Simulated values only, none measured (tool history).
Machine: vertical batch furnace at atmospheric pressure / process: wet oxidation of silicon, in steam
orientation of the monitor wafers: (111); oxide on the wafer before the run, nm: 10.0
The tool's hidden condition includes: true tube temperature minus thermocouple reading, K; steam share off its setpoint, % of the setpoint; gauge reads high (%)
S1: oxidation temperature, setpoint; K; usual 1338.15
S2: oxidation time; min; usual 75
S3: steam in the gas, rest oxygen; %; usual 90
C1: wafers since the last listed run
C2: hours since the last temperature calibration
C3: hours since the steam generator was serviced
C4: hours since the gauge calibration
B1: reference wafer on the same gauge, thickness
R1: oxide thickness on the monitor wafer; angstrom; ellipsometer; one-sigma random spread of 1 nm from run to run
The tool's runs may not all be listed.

{"run": 1, "hour": 0.0, "S1": 1352.15, "S2": 75, "S3": 90, "C1": 0, "C2": 3878.9, "C3": 1272.7, "C4": 161.4, "B1": 690.94, "R1": 7058.7}
{"run": 2, "hour": 9.0, "S1": 1352.15, "S2": 75, "S3": 90, "C1": 121, "C2": 3887.9, "C3": 1281.7, "C4": 170.4, "B1": 691.02, "R1": 7064.1}
{"run": 3, "hour": 17.2, "S1": 1338.15, "S2": 75, "S3": 90, "C1": 110, "C2": 3896.1, "C3": 1289.9, "C4": 178.6, "B1": 691.14, "R1": 6706.7}
{"run": 4, "hour": 35.0, "S1": 1338.15, "S2": 75, "S3": 90, "C1": 239, "C2": 3913.9, "C3": 1307.7, "C4": 196.4, "B1": 690.9, "R1": 6686.7}
{"run": 5, "hour": 45.3, "S1": 1338.15, "S2": 75, "S3": 90, "C1": 138, "C2": 3924.2, "C3": 1318, "C4": 206.7, "B1": 690.75, "R1": 6722.1}
{"run": 6, "hour": 58.5, "S1": 1338.15, "S2": 75, "S3": 90, "C1": 177, "C2": 3937.4, "C3": 1331.2, "C4": 219.9, "B1": 691.31, "R1": 6704.8}
{"run": 7, "hour": 74.8, "S1": 1338.15, "S2": 75, "S3": 90, "C1": 219, "C2": 3953.7, "C3": 1347.5, "C4": 236.2, "B1": 690.82, "R1": 6704.5}
{"run": 8, "hour": 91.0, "S1": 1338.15, "S2": 75, "S3": 90, "C1": 218, "C2": 3969.9, "C3": 1363.7, "C4": 252.4, "B1": 691.12, "R1": 6695.5}
{"run": 9, "hour": 98.1, "S1": 1338.15, "S2": 75, "S3": 90, "C1": 95, "C2": 3977, "C3": 1370.8, "C4": 259.5, "B1": 690.96, "R1": 6684.3}
{"run": 10, "hour": 107.4, "S1": 1338.15, "S2": 75, "S3": 90, "C1": 125, "C2": 3986.3, "C3": 1380.1, "C4": 268.8, "B1": 691.33, "R1": 6691.5}
{"run": 11, "hour": 120.9, "S1": 1338.15, "S2": 75, "S3": 90, "C1": 181, "C2": 3999.8, "C3": 1393.6, "C4": 282.3, "B1": 690.96, "R1": 6677.3}
{"run": 12, "hour": 138.7, "S1": 1350.15, "S2": 75, "S3": 93, "C1": 239, "C2": 4017.6, "C3": 1411.4, "C4": 300.1, "B1": 691.02, "R1": 7119.9}
{"run": 13, "hour": 150.2, "S1": 1338.15, "S2": 60.5, "S3": 90, "C1": 154, "C2": 4029.1, "C3": 1422.9, "C4": 311.6, "B1": 690.77, "R1": 5929.3}
{"run": 14, "hour": 159.6, "S1": 1338.15, "S2": 75, "S3": 93, "C1": 126, "C2": 4038.5, "C3": 1432.3, "C4": 321, "B1": 691.07, "R1": 6807.1}
{"run": 15, "hour": 176.2, "S1": 1338.15, "S2": 75, "S3": 90, "C1": 223, "C2": 4055.1, "C3": 1448.9, "C4": 337.6, "B1": 691.18, "R1": 6656.2}
{"run": 16, "hour": 187.8, "S1": 1318.15, "S2": 75, "S3": 81, "C1": 156, "C2": 4066.7, "C3": 1460.5, "C4": 349.2, "B1": 691.13, "R1": 5810.5}
{"run": 17, "hour": 204.3, "S1": 1338.15, "S2": 55.5, "S3": 90, "C1": 222, "C2": 4083.2, "C3": 1477, "C4": 365.7, "B1": 691.25, "R1": 5646.4}
{"run": 18, "hour": 216.3, "S1": 1338.15, "S2": 55.5, "S3": 90, "C1": 161, "C2": 4095.2, "C3": 1489, "C4": 377.7, "B1": 690.97, "R1": 5636.9}
{"run": 19, "hour": 224.2, "S1": 1338.15, "S2": 75, "S3": 90, "C1": 106, "C2": 4103.1, "C3": 1496.9, "C4": 385.6, "B1": 691, "R1": 6665.1}
{"run": 20, "hour": 232.4, "S1": 1352.15, "S2": 75, "S3": 90, "C1": 110, "C2": 4111.3, "C3": 1505.1, "C4": 393.8, "B1": 691.02, "R1": 6994.8}
{"run": 21, "hour": 242.4, "S1": 1327.15, "S2": 75, "S3": 90, "C1": 134, "C2": 4121.3, "C3": 1515.1, "C4": 403.8, "B1": 691.1, "R1": 6357.1}
{"run": 22, "hour": 288.9, "S1": 1329.15, "S2": 41, "S3": 82, "C1": 626, "C2": 4167.8, "C3": 1561.6, "C4": 450.3, "B1": 690.89, "R1": 4319}
{"run": 23, "hour": 299.8, "S1": 1331.15, "S2": 54, "S3": 96, "C1": 146, "C2": 4178.7, "C3": 1572.5, "C4": 461.2, "B1": 691.12, "R1": 5562.1}
{"run": 24, "hour": 316.4, "S1": 1338.15, "S2": 89.5, "S3": 97, "C1": 223, "C2": 4195.3, "C3": 1589.1, "C4": 477.8, "B1": 690.94, "R1": 7611.1}
{"hour": 325.8, "done": "gauge calibrated"}
{"hour": 341.9, "done": "thermocouples replaced and temperature profile calibrated"}
{"run": 25, "hour": 342.4, "S1": 1361.15, "S2": 40.5, "S3": 79, "C1": 26, "C2": 0.5, "C3": 1615.1, "C4": 16.6, "B1": 691.06, "R1": 4784.6}
{"run": 26, "hour": 346.8, "S1": 1353.15, "S2": 75, "S3": 95, "C1": 59, "C2": 4.9, "C3": 1619.5, "C4": 21, "B1": 690.86, "R1": 7185.1}
{"run": 27, "hour": 351.7, "S1": 1323.15, "S2": 108.5, "S3": 82, "C1": 65, "C2": 9.8, "C3": 1624.4, "C4": 25.9, "B1": 690.94, "R1": 7281}
{"hour": 377.1, "done": "steam generator serviced"}
{"run": 28, "hour": 377.6, "S1": 1318.15, "S2": 89.5, "S3": 78, "C1": 25, "C2": 35.7, "C3": 0.5, "C4": 51.8, "B1": 691.15, "R1": 6484.8}
{"run": 29, "hour": 418.1, "S1": 1321.15, "S2": 75, "S3": 81, "C1": 545, "C2": 76.2, "C3": 41, "C4": 92.3, "B1": 690.95, "R1": 6072.6}
{"run": 30, "hour": 435.7, "S1": 1345.15, "S2": 37.5, "S3": 80, "C1": 237, "C2": 93.8, "C3": 58.6, "C4": 109.9, "B1": 690.73, "R1": 4517.5}
{"run": 31, "hour": 445.4, "S1": 1352.15, "S2": 105, "S3": 94, "C1": 130, "C2": 103.5, "C3": 68.3, "C4": 119.6, "B1": 691.13, "R1": 8892.1}
{"run": 32, "hour": 456.7, "S1": 1313.15, "S2": 75, "S3": 96, "C1": 152, "C2": 114.8, "C3": 79.6, "C4": 130.9, "B1": 691.08, "R1": 6467.4}
{"run": 33, "hour": 497.7, "S1": 1338.15, "S2": 75, "S3": 87, "C1": 552, "C2": 155.8, "C3": 120.6, "C4": 171.9, "B1": 691.06, "R1": 6768.1}
{"run": 34, "hour": 514.3, "S1": 1327.15, "S2": 109, "S3": 80, "C1": 223, "C2": 172.4, "C3": 137.2, "C4": 188.5, "B1": 691.08, "R1": 7598.7}
{"run": 35, "hour": 522.0, "S1": 1338.15, "S2": 75, "S3": 90, "C1": 103, "C2": 180.1, "C3": 144.9, "C4": 196.2, "B1": 690.95, "R1": 6896}
{"run": 36, "hour": 535.4, "S1": 1338.15, "S2": 75, "S3": 90, "C1": 180, "C2": 193.5, "C3": 158.3, "C4": 209.6, "B1": 690.96, "R1": 6880.1}
{"run": 37, "hour": 542.9, "S1": 1338.15, "S2": 75, "S3": 90, "C1": 101, "C2": 201, "C3": 165.8, "C4": 217.1, "B1": 691.15, "R1": 6885.6}

What differs in the tool's unlogged condition from the final listed run ahead of each entry between runs to the first listed run following it?
Between runs 24 and 25: gauge calibrated (hour 325.8); thermocouples replaced and temperature profile calibrated (hour 341.9)
  steam share off its setpoint, % of the setpoint: -7.27 -> -7.51
  the result without the hidden state subtracted from the measured one, R1: -318.5 -> -210.6 angstrom
Between runs 27 and 28: steam generator serviced (hour 377.1)
  steam share off its setpoint, % of the setpoint: -7.6 -> -0.432
  the result without the hidden state subtracted from the measured one, R1: -323.8 -> -15.7 angstrom
